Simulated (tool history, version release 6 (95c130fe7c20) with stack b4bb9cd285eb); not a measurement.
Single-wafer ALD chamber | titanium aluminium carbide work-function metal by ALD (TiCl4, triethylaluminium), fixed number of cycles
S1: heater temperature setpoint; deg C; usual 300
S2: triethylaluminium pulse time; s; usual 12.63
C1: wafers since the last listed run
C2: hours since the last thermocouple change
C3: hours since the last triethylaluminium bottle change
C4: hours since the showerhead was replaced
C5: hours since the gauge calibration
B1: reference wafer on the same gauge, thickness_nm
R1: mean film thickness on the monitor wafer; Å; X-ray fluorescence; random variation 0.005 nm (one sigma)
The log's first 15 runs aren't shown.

run,hour,S1,S2,C1,C2,C3,C4,C5,B1,R1
16,253,313,17.58,65,2673.9,2087.1,8152.1,14.8,2.121,20.83
# hour 263.1: thermocouple changed; heater temperature recalibrated
17,266.9,295,12.63,53,3.8,2101,8166,28.7,2.119,18.8
# hour 281.2: showerhead replaced
# hour 291.9: triethylaluminium bottle replaced
18,292.4,293,9.23,86,29.3,0.5,11.2,54.2,2.121,16.19
19,293,300,7.73,5,29.9,1.1,11.8,54.8,2.118,15.48
20,299.3,300,7.72,57,36.2,7.4,18.1,61.1,2.119,15.36
21,315.9,300,12.63,151,52.8,24,34.7,77.7,2.119,18.19
22,329.3,314,9.46,122,66.2,37.4,48.1,91.1,2.121,17.53
23,344,294,17.68,134,80.9,52.1,62.8,105.8,2.119,18.85
24,351.3,300,11.33,66,88.2,59.4,70.1,113.1,2.12,17.54
25,365.2,300,12.63,127,102.1,73.3,84,127,2.118,18.11
# hour 377.7: triethylaluminium bottle replaced, repeated, since the last time left the tool worse
26,378.2,294,12.63,45,115.1,0.5,97,140,2.121,19.22
27,383.5,311,9.37,48,120.4,5.8,102.3,145.3,2.121,19.9
28,392,300,12.63,77,128.9,14.3,110.8,153.8,2.122,19.65
29,405.9,309,14.32,127,142.8,28.2,124.7,167.7,2.121,20.56
30,418.5,300,12.63,115,155.4,40.8,137.3,180.3,2.121,19.66
31,435.8,287,12.63,158,172.7,58.1,154.6,197.6,2.12,18.69
32,446,300,12.63,93,182.9,68.3,164.8,207.8,2.119,19.76

Forecast each of these 5 alternatives for the next run:
A,446.4,300,12.63,3,183.3,68.7,165.2,208.2,?,?
B,446.4,312,9.73,3,183.3,68.7,165.2,208.2,?,?
C,446.4,300,9.56,3,183.3,68.7,165.2,208.2,?,?
D,446.4,300,13.99,3,183.3,68.7,165.2,208.2,?,?
E,446.4,295,9.23,3,183.3,68.7,165.2,208.2,?,?

run,B1,R1
A,2.12,19.77
B,2.12,20.15
C,2.12,19.21
D,2.12,19.88
E,2.12,18.75
Without the tool's hidden state the same runs would have given:
run,R1
A,19.81
B,20.23
C,19.3
D,19.9
E,18.84
